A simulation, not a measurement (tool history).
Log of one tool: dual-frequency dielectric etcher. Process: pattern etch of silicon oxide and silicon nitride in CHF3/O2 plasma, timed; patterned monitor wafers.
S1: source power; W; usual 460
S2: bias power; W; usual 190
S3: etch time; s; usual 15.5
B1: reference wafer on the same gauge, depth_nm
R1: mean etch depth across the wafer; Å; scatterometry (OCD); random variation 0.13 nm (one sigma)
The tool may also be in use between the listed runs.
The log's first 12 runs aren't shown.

| run | hour | S1 | S2 | S3 | B1 | R1 |
|---|---|---|---|---|---|---|
| 13 | 308.1 | 530 | 150 | 19.0 | 23.96 | 240.8 |
| 14 | 328.7 | 460 | 190 | 15.5 | 23.93 | 200.5 |
| 15 | 359.2 | 460 | 190 | 15.5 | 24.00 | 201.5 |
| 16 | 381.5 | 360 | 215 | 17.0 | 23.94 | 202.6 |
| 17 | 407.0 | 460 | 190 | 15.5 | 23.90 | 201.6 |
| 18 | 422.3 | 580 | 190 | 18.5 | 23.83 | 270.6 |
| 19 | 436.7 | 560 | 235 | 15.5 | 23.89 | 247.4 |
| 20 | 472.0 | 400 | 229 | 18.0 | 23.81 | 238.9 |
|  | 534.3 | wet clean of the chamber |
| 21 | 534.8 | 550 | 175 | 13.5 | 23.83 | 186.6 |
| 22 | 537.8 | 460 | 190 | 15.5 | 23.75 | 199.8 |
| 23 | 554.9 | 390 | 227 | 12.0 | 23.72 | 155.4 |
| 24 | 567.1 | 500 | 190 | 19.5 | 23.68 | 263.0 |
| 25 | 597.2 | 460 | 190 | 15.5 | 23.72 | 198.5 |
| 26 | 624.3 | 390 | 164 | 17.5 | 23.72 | 188.2 |
| 27 | 651.0 | 460 | 190 | 15.5 | 23.66 | 199.0 |
| 28 | 685.4 | 520 | 224 | 19.5 | 23.69 | 289.1 |
| 29 | 717.8 | 410 | 154 | 15.5 | 23.63 | 167.9 |
| 30 | 732.6 | 560 | 190 | 15.5 | 23.64 | 221.1 |

4 ways to go on from here, each from the tool as it stands after run 30. What would each give?
| A | 733.0 | 540 | 190 | 15.5 | ? | ? |
| B | 733.0 | 510 | 227 | 15.5 | ? | ? |
| C | 733.0 | 460 | 205 | 19.5 | ? | ? |
| D | 733.0 | 520 | 169 | 12.5 | ? | ? |

| run | B1 | R1 |
|---|---|---|
| A | 23.61 | 217.5 |
| B | 23.61 | 229.9 |
| C | 23.61 | 260.2 |
| D | 23.61 | 162.2 |
Without the tool's hidden state the same runs would have given:
| run | R1 |
|---|---|
| A | 222.1 |
| B | 234.8 |
| C | 265.8 |
| D | 165.7 |

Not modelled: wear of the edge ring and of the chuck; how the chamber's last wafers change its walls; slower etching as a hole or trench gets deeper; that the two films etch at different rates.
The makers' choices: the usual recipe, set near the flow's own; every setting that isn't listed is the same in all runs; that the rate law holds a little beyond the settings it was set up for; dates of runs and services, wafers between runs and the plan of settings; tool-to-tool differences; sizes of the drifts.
